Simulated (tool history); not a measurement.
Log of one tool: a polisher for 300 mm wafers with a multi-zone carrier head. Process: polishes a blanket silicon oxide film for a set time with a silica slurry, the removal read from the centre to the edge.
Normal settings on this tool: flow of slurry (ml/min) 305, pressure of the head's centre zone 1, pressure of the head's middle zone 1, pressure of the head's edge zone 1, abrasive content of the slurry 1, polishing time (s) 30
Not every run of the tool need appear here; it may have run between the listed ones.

run,hour,flow of slurry (ml/min),pressure of the head's centre zone,pressure of the head's middle zone,pressure of the head's edge zone,abrasive content of the slurry,polishing time (s),wafers since the last listed run,wafers polished on this pad,hours since the slurry nozzle was cleaned,hours since the centre zone pressure was calibrated,hours since the edge zone pressure was calibrated,hours since the carrier head's membrane was replaced,"incoming thickness of the incoming film, nm",film removed at the wafer's centre (angstrom),film removed at mid-radius (angstrom),film removed at the wafer's edge (angstrom)
1,0,305,1,1,1,0.85,30,0,365,335,1003.6,586.4,251.7,1340.7,638,677,669
# hour 25.7: slurry nozzle cleaned
2,68,305,1.12,1,1,1,30,569,934,42.3,1071.6,654.4,319.7,1354.7,760,730,719
3,102.3,305,0.9,1,1,1,30,291,1226,76.6,1105.9,688.7,354,1355.6,607,717,708
4,129.9,355,1,1,1.08,0.9,25,234,1461,104.2,1133.5,716.3,381.6,1361.8,545,585,587
# hour 155.7: centre zone pressure recalibrated
5,186.9,260,1,1,1,0.9,30,467,1928,161.2,31.2,773.3,438.6,1334.1,640,681,665
6,240.9,405,1.07,1,0.93,1,36,459,2387,215.2,85.2,827.3,492.6,1345.5,905,876,822
7,296.1,305,1,0.93,1,1,30,469,2857,270.4,140.4,882.5,547.8,1341.2,664,654,677
# hour 302.1: worn pad replaced by a new one
8,320.3,255,1,1,0.89,0.85,30,171,154,294.6,164.6,906.7,572,1343.5,639,678,638
9,352,305,1,1,1,1,30,269,423,326.3,196.3,938.4,603.7,1360.1,709,730,723
# hour 370: slurry nozzle cleaned
10,411.3,305,0.94,1.07,1,1,30,495,919,41.3,255.6,997.7,663,1370.9,669,786,727
11,480.2,210,1,1,1,0.85,30,585,1505,110.2,324.5,1066.6,731.9,1365.2,614,648,636
# hour 514.7: edge zone pressure recalibrated
12,518.8,305,1,0.95,0.92,1,23,311,1816,148.8,363.1,4.1,770.5,1353.3,531,521,519
13,557.5,305,1.06,1,0.96,0.9,30,329,2145,187.5,401.8,42.8,809.2,1363.8,696,689,654
14,584.6,305,0.91,1,1,1,30,230,2376,214.6,428.9,69.9,836.3,1358.3,614,710,701
15,612.2,305,0.91,1.06,1,1,30,234,2610,242.2,456.5,97.5,863.9,1339.5,602,766,694
# hour 619.3: worn pad replaced by a new one
16,649.4,305,0.91,1.06,1,1,30,282,256,279.4,493.7,134.7,901.1,1341.8,642,768,724
17,703,305,1,1,1,1,30,455,711,333,547.3,188.3,954.7,1346.1,703,738,722
# hour 736.7: carrier head's membrane replaced by a new one
# hour 746.3: slurry nozzle cleaned
18,748.3,380,1,0.97,1.05,1,36,334,1046,2,592.6,233.6,11.6,1364.5,847,855,890
19,796,305,1,1,1,0.85,30,405,1451,49.7,640.3,281.3,59.3,1360.6,640,680,666
20,866.7,305,1,0.9,1,0.7,24,601,2052,120.4,711,352,130,1353.7,456,447,476

Per-run results on a tool with no hidden state, each run keeping its own random variation:
What the log doesn't record here: removal rate lost through wear of the pad, %; slurry flow missing at the pad, %; deviation of the centre zone's pressure from its setpoint, %; deviation of the edge zone's pressure from its setpoint, %.
run,film removed at the wafer's centre (angstrom),film removed at mid-radius (angstrom),film removed at the wafer's edge (angstrom)
1,669,682,674
2,802,738,727
3,645,729,719
4,582,596,598
5,666,701,684
6,954,913,857
7,712,692,717
8,648,678,638
9,721,731,724
10,685,790,731
11,635,657,645
12,554,532,530
13,732,709,673
14,651,734,726
15,644,798,723
16,659,768,724
17,725,740,725
18,879,862,897
19,670,690,675
20,485,459,489
